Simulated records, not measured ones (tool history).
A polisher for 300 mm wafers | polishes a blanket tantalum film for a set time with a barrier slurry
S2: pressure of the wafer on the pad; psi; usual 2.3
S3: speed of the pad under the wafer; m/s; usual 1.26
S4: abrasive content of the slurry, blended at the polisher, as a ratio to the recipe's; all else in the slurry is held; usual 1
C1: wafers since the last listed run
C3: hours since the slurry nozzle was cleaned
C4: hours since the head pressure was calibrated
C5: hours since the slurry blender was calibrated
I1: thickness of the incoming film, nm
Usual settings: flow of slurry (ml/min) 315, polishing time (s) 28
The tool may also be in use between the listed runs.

Run 1, hour 0: usual settings; C1 0; wafers polished on this pad 992; C3 276.4; C4 269.8; C5 130.4; I1 189. Result: film removed (angstrom) 643.
At hour 0.9: worn pad replaced by a new one.
Run 2, hour 16.7: usual settings; C1 180; wafers polished on this pad 180; C3 293.1; C4 286.5; C5 147.1; I1 188.9. Result: film removed (angstrom) 662.
Run 3, hour 34.2: usual settings; C1 198; wafers polished on this pad 379; C3 310.6; C4 304; C5 164.6; I1 191.8. Result: film removed (angstrom) 653.
Run 4, hour 41.1: usual settings; C1 78; wafers polished on this pad 457; C3 317.5; C4 310.9; C5 171.5; I1 190.4. Result: film removed (angstrom) 656.
Run 5, hour 51.5: usual settings; C1 118; wafers polished on this pad 575; C3 327.9; C4 321.3; C5 181.9; I1 191.1. Result: film removed (angstrom) 647.
Run 6, hour 64.8: usual settings; C1 151; wafers polished on this pad 726; C3 341.2; C4 334.6; C5 195.2; I1 191. Result: film removed (angstrom) 655.
Run 7, hour 81.6: usual settings but S4 1.2; C1 190; wafers polished on this pad 917; C3 358; C4 351.4; C5 212; I1 192.7. Result: film removed (angstrom) 686.
At hour 94.2: worn pad replaced by a new one.
At hour 94.2: slurry blender recalibrated.
Run 8, hour 96.4: usual settings but S4 1.2; C1 144; wafers polished on this pad 24; C3 372.8; C4 366.2; C5 2.2; I1 187.9. Result: film removed (angstrom) 714.
At hour 101.5: slurry nozzle cleaned.
Run 9, hour 103.3: usual settings but S2 1.7 psi; C1 67; wafers polished on this pad 91; C3 1.8; C4 373.1; C5 9.1; I1 187. Result: film removed (angstrom) 533.
Run 10, hour 113.8: usual settings but S2 1.7 psi; C1 119; wafers polished on this pad 211; C3 12.3; C4 383.6; C5 19.6; I1 188.4. Result: film removed (angstrom) 525.
Run 11, hour 124: usual settings but S2 1.7 psi; C1 115; wafers polished on this pad 327; C3 22.5; C4 393.8; C5 29.8; I1 192. Result: film removed (angstrom) 523.
Run 12, hour 140.1: usual settings; C1 183; wafers polished on this pad 510; C3 38.6; C4 409.9; C5 45.9; I1 192.7. Result: film removed (angstrom) 651.
At hour 144.1: head pressure recalibrated.
Run 13, hour 155.5: usual settings but S3 0.84 m/s, S4 1.15, polishing time (s) 19; C1 152; wafers polished on this pad 662; C3 54; C4 11.4; C5 61.3; I1 188.2. Result: film removed (angstrom) 334.
Run 14, hour 167.3: usual settings but flow of slurry (ml/min) 370; C1 134; wafers polished on this pad 796; C3 65.8; C4 23.2; C5 73.1; I1 193.7. Result: film removed (angstrom) 655.
At hour 180.8: worn pad replaced by a new one.
Run 15, hour 181.3: usual settings but S4 0.8, polishing time (s) 24; C1 113; wafers polished on this pad 5; C3 79.8; C4 37.2; C5 87.1; I1 188.5. Result: film removed (angstrom) 567.
Run 16, hour 195.3: usual settings; C1 159; wafers polished on this pad 164; C3 93.8; C4 51.2; C5 101.1; I1 187.6. Result: film removed (angstrom) 677.
Run 17, hour 207.4: usual settings but S2 1.8 psi; C1 137; wafers polished on this pad 301; C3 105.9; C4 63.3; C5 113.2; I1 189.6. Result: film removed (angstrom) 532.
Run 18, hour 221.2: usual settings but S2 2.6 psi, S3 0.98 m/s, polishing time (s) 35; C1 156; wafers polished on this pad 458; C3 119.7; C4 77.1; C5 127; I1 187. Result: film removed (angstrom) 736.
Run 19, hour 234.6: usual settings but S2 1.9 psi, S3 0.94 m/s; C1 152; wafers polished on this pad 611; C3 133.1; C4 90.5; C5 140.4; I1 188.9. Result: film removed (angstrom) 442.
Run 20, hour 244.5: usual settings; C1 112; wafers polished on this pad 723; C3 143; C4 100.4; C5 150.3; I1 193.5. Result: film removed (angstrom) 644.
Run 21, hour 262.1: usual settings; C1 200; wafers polished on this pad 923; C3 160.6; C4 118; C5 167.9; I1 189.4. Result: film removed (angstrom) 653.
Run 22, hour 280: usual settings but S2 2.6 psi, S3 1.5 m/s; C1 203; wafers polished on this pad 1127; C3 178.5; C4 135.9; C5 185.8; I1 187.1. Result: film removed (angstrom) 829.

Forecast each of these 5 alternatives for the next run:
Run A, hour 280.4: usual settings; C1 4; wafers polished on this pad 1131; C3 178.9; C4 136.3; C5 186.2; I1 193.4. Result: film removed (angstrom) ?.
Run B, hour 280.4: usual settings but flow of slurry (ml/min) 380, S2 2.8 psi, S4 0.75, polishing time (s) 38; C1 4; wafers polished on this pad 1131; C3 178.9; C4 136.3; C5 186.2; I1 193.4. Result: film removed (angstrom) ?.
Run C, hour 280.4: usual settings but flow of slurry (ml/min) 390; C1 4; wafers polished on this pad 1131; C3 178.9; C4 136.3; C5 186.2; I1 193.4. Result: film removed (angstrom) ?.
Run D, hour 280.4: usual settings but flow of slurry (ml/min) 415, S2 1.9 psi, S3 0.86 m/s, polishing time (s) 23; C1 4; wafers polished on this pad 1131; C3 178.9; C4 136.3; C5 186.2; I1 193.4. Result: film removed (angstrom) ?.
Run E, hour 280.4: usual settings but flow of slurry (ml/min) 365, S2 1.8 psi; C1 4; wafers polished on this pad 1131; C3 178.9; C4 136.3; C5 186.2; I1 193.4. Result: film removed (angstrom) ?.

run  film removed (angstrom)
  A                      637
  B                      957
  C                      647
  D                      335
  E                      525
Without the tool's hidden state the same runs would have given:
run  film removed (angstrom)
  A                      695
  B                     1045
  C                      707
  D                      366
  E                      573

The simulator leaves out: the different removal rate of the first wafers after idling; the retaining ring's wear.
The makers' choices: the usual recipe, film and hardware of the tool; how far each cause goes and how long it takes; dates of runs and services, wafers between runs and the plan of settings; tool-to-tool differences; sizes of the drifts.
